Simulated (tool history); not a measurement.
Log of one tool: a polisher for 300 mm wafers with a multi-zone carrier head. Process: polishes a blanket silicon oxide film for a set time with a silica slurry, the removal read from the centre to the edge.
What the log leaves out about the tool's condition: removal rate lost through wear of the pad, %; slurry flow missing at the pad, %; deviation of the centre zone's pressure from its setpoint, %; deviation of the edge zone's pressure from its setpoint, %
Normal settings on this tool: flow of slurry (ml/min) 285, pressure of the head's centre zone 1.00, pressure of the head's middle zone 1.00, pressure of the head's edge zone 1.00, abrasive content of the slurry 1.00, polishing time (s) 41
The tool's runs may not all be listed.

run	hour	flow of slurry (ml/min)	pressure of the head's centre zone	pressure of the head's middle zone	pressure of the head's edge zone	abrasive content of the slurry	polishing time (s)	wafers since the last listed run	wafers polished on this pad	hours since the slurry nozzle was cleaned	hours since the centre zone pressure was calibrated	hours since the edge zone pressure was calibrated	hours since the carrier head's membrane was replaced	incoming thickness of the incoming film, nm	film removed at the wafer's centre (nm)	film removed at mid-radius (nm)	film removed at the wafer's edge (nm)
1	0.0	285	1.00	1.00	1.00	1.00	41	0	662	73.9	1200.0	643.3	1374.9	1180.6	103.7	91.3	92.2
2	11.1	285	1.04	1.00	1.00	1.00	53	134	796	85.0	1211.1	654.4	1386.0	1159.9	144.7	116.6	118.0
3	19.0	285	1.11	1.00	1.00	1.00	41	95	892	92.9	1219.0	662.3	1393.9	1144.0	112.7	89.9	91.2
4	36.5	255	0.89	1.00	1.00	1.00	50	212	1105	110.4	1236.5	679.8	1411.4	1166.3	107.7	105.1	112.2
5	52.3	285	0.90	1.00	1.00	1.20	35	191	1297	126.2	1252.3	695.6	1427.2	1147.6	83.9	80.3	80.6
# hour 68.2: edge zone pressure recalibrated
# hour 70.1: worn pad replaced by a new one
6	70.6	260	0.88	1.00	1.00	1.00	45	174	5	144.5	1270.6	2.4	1445.5	1140.2	96.3	95.1	98.1
7	77.0	285	1.00	1.00	1.00	1.00	41	77	83	150.9	1277.0	8.8	1451.9	1163.0	102.0	87.8	91.4
# hour 87.5: centre zone pressure recalibrated
8	88.1	285	0.91	0.89	0.95	0.70	41	110	194	162.0	0.6	19.9	1463.0	1155.8	76.9	74.0	79.4
9	105.4	355	1.08	1.10	1.00	1.00	41	210	404	179.3	17.9	37.2	1480.3	1171.1	106.1	97.5	91.9
10	129.0	245	1.00	1.00	1.10	1.00	41	286	690	202.9	41.5	60.8	1503.9	1161.0	88.8	83.9	92.9
11	142.6	285	1.09	1.11	1.00	1.00	41	165	855	216.5	55.1	74.4	1517.5	1172.0	99.1	90.1	89.0
12	149.2	285	1.00	1.09	1.00	0.85	41	80	936	223.1	61.7	81.0	1524.1	1144.7	87.4	85.9	85.8
13	163.8	240	1.00	1.00	1.11	1.10	41	177	1113	237.7	76.3	95.6	1538.7	1149.6	92.9	85.9	92.7
# hour 178.0: slurry nozzle cleaned
# hour 182.6: carrier head's membrane replaced by a new one
# hour 186.0: worn pad replaced by a new one
14	186.5	285	0.94	1.00	1.05	1.00	36	166	6	8.5	99.0	118.3	3.9	1168.6	87.2	84.8	87.9
15	189.3	285	1.00	1.00	1.00	1.00	41	34	40	11.3	101.8	121.1	6.7	1149.1	108.0	97.2	95.5
16	205.2	285	1.00	1.00	1.00	1.00	41	193	233	27.2	117.7	137.0	22.6	1160.2	102.1	96.5	95.2
17	231.8	285	1.00	1.00	1.00	0.75	41	323	556	53.8	144.3	163.6	49.2	1151.4	98.9	87.2	87.5
18	243.9	285	1.00	1.00	1.00	1.00	36	146	703	65.9	156.4	175.7	61.3	1135.6	91.7	83.2	83.7
19	254.5	285	1.08	1.00	1.06	1.00	54	128	832	76.5	167.0	186.3	71.9	1160.5	148.5	122.7	128.5
20	269.5	285	1.00	1.00	1.00	1.00	41	182	1014	91.5	182.0	201.3	86.9	1179.1	103.1	93.6	92.6
21	279.7	285	0.90	1.00	0.93	1.00	41	123	1138	101.7	192.2	211.5	97.1	1165.2	92.8	93.6	92.7
22	301.0	285	1.00	1.00	1.00	1.00	41	258	1397	123.0	213.5	232.8	118.4	1173.4	103.2	92.8	93.3
# hour 309.3: worn pad replaced by a new one
23	316.7	285	0.96	1.00	1.00	1.00	41	142	89	138.7	229.2	248.5	134.1	1158.8	99.4	93.0	92.6

Consider 3 possible next runs. They are alternatives, not a sequence: every one starts from the tool as it was left by run 23. What does each give?
A	317.1	285	1.00	1.00	1.00	1.00	41	4	94	139.1	229.6	248.9	134.5	1159.2	?	?	?
B	317.1	370	1.00	1.00	1.00	1.00	46	4	94	139.1	229.6	248.9	134.5	1159.2	?	?	?
C	317.1	285	1.00	1.07	1.00	1.00	41	4	94	139.1	229.6	248.9	134.5	1159.2	?	?	?

run	film removed at the wafer's centre (nm)	film removed at mid-radius (nm)	film removed at the wafer's edge (nm)
A	103.4	90.9	94.5
B	120.6	105.5	108.7
C	103.5	94.5	94.4
Stripped of hidden state, with their random variation kept, the same runs would have yielded:
run	film removed at the wafer's centre (nm)	film removed at mid-radius (nm)	film removed at the wafer's edge (nm)
A	102.9	95.8	98.3
B	118.3	110.0	112.2
C	102.9	99.7	98.2

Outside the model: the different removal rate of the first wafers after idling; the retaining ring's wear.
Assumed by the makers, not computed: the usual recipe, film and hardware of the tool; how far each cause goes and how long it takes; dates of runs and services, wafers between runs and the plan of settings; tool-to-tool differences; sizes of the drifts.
